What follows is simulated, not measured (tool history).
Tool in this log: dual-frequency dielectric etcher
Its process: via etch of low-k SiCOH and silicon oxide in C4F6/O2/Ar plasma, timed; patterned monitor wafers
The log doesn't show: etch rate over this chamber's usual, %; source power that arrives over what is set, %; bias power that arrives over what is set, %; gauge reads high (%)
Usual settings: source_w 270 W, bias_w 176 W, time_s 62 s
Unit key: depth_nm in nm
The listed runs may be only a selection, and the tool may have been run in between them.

run,day,source_w,bias_w,time_s,wafers since the last listed run,hours since the last wet clean,hours since the last source power generator calibration,hours since the last bias power generator calibration,hours since the last upper electrode change,hours since the gauge calibration,"read-back reference wafer on the same gauge, depth_nm",depth_nm
1,0,270,176,62,0,165,65.8,74.5,5089,202.1,139,141.5
2,0.433,270,176,62,108,175.4,76.2,84.9,5099.4,212.5,138.9,140.8
3,1.033,270,176,62,149,189.8,90.6,99.3,5113.8,226.9,139,140.8
4,1.383,270,176,62,87,198.2,99,107.7,5122.2,235.3,139,140.5
5,2.112,270,176,62,182,215.7,116.5,125.2,5139.7,252.8,138.9,140.4
6,2.488,270,176,62,93,224.7,125.5,134.2,5148.7,261.8,139,140.9
7,2.938,270,204,62,112,235.5,136.3,145,5159.5,272.6,138.9,146.5
8,3.662,200,176,62,180,252.9,153.7,162.4,5176.9,290,139.1,126.8
9,3.992,330,201,67.5,82,260.8,161.6,170.3,5184.8,297.9,139,169.8
10,4.258,270,176,62,66,267.2,168,176.7,5191.2,304.3,139.1,140.4
11,4.683,270,214,62,106,277.4,178.2,186.9,5201.4,314.5,139,147.9
12,5.021,320,176,62,84,285.5,186.3,195,5209.5,322.6,139,149.1
# day 7.271: upper electrode replaced
13,7.292,240,176,77,317,340,240.8,249.5,0.5,377.1,139.1,166.8
14,7.754,210,145,62,115,351.1,251.9,260.6,11.6,388.2,138.9,122.7
15,8.038,270,161,62,70,357.9,258.7,267.4,18.4,395,139.1,136.9
# day 9.246: wet clean of the chamber
16,9.267,230,176,75,57,0.5,288.2,296.9,47.9,424.5,139,161.9
17,9.279,270,176,62,3,0.8,288.5,297.2,48.2,424.8,139,141.3
# day 9.404: gauge calibrated
18,9.429,220,133,62,37,4.4,292.1,300.8,51.8,0.6,138.9,123.4
19,9.842,270,176,62,102,14.3,302,310.7,61.7,10.5,138.9,141.4
20,10.546,270,145,72,175,31.2,318.9,327.6,78.6,27.4,139,156.3
21,11.142,270,205,62,148,45.5,333.2,341.9,92.9,41.7,139,146.9
22,11.829,270,176,62,171,62,349.7,358.4,109.4,58.2,139,141.2
23,12.367,270,176,62,134,74.9,362.6,371.3,122.3,71.1,139,141.1
24,12.7,270,201,69,83,82.9,370.6,379.3,130.3,79.1,139,162.5
25,13.1,270,176,62,99,92.5,380.2,388.9,139.9,88.7,139,141.1
26,13.621,270,176,62,130,105,392.7,401.4,152.4,101.2,139,140.6
27,13.875,230,148,62,63,111.1,398.8,407.5,158.5,107.3,139,127.7
28,14.325,320,149,76.5,112,121.9,409.6,418.3,169.3,118.1,139.1,177
29,14.629,270,176,77.5,75,129.2,416.9,425.6,176.6,125.4,139,175.8
30,15.096,270,204,62,116,140.4,428.1,436.8,187.8,136.6,139,146.2

Hidden state or all else? Some run-to-run changes of depth_nm, split into what the settings, what came in and random variation would give without the hidden state, and what is left for the hidden state (with any gauge scatter that isn't in both results):
Run 8 -> 9: source_w 200 -> 330, bias_w 176 -> 201, time_s 62 -> 67.5. depth_nm +43 nm: hidden state -0.4, all else +43.4.
Run 12 -> 13: source_w 320 -> 240, time_s 62 -> 77, upper electrode replaced. depth_nm +17.7 nm: hidden state -0.6, all else +18.3.
Run 13 -> 14: source_w 240 -> 210, bias_w 176 -> 145, time_s 77 -> 62. depth_nm -44.1 nm: hidden state +0.4, all else -44.5.
Run 15 -> 16: source_w 270 -> 230, bias_w 161 -> 176, time_s 62 -> 75, wet clean of the chamber. depth_nm +25 nm: hidden state +1.5, all else +23.5.
Run 27 -> 28: source_w 230 -> 320, bias_w 148 -> 149, time_s 62 -> 76.5. depth_nm +49.3 nm: hidden state -0.3, all else +49.6.
